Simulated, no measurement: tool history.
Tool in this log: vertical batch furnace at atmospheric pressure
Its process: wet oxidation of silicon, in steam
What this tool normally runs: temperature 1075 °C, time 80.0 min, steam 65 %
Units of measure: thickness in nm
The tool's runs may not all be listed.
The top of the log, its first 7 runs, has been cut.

run	hour	temperature	time	steam	read-back reference wafer on the same gauge, thickness	thickness
8	506.7	1075	65.5	65	606.05	587.74
9	565.0	1075	65.5	65	606.82	587.44
10	643.6	1075	80.0	65	605.42	653.91
11	713.6	1075	80.0	65	606.73	659.01
12	762.3	1075	80.0	65	606.26	658.49
13	805.6	1075	80.0	65	608.15	661.74
14	881.8	1075	80.0	65	605.96	651.85
# hour 918.9: gauge calibrated
15	943.2	1075	80.0	65	607.78	656.72
16	1017.4	1075	80.0	65	608.11	659.53
# hour 1056.0: thermocouples replaced and temperature profile calibrated
17	1096.6	1075	80.0	65	607.74	654.30
18	1388.2	1075	80.0	65	607.23	658.77
19	1425.2	1075	59.5	70	606.98	576.77

What will run 20 give?
20	1477.0	1052	119.0	70	?	?

read-back reference wafer on the same gauge, thickness: 607.38
thickness: 781.69 nm
Take away the tool's hidden state, keep the run-to-run variation as it was, and the same run would have given thickness 801.67 nm.
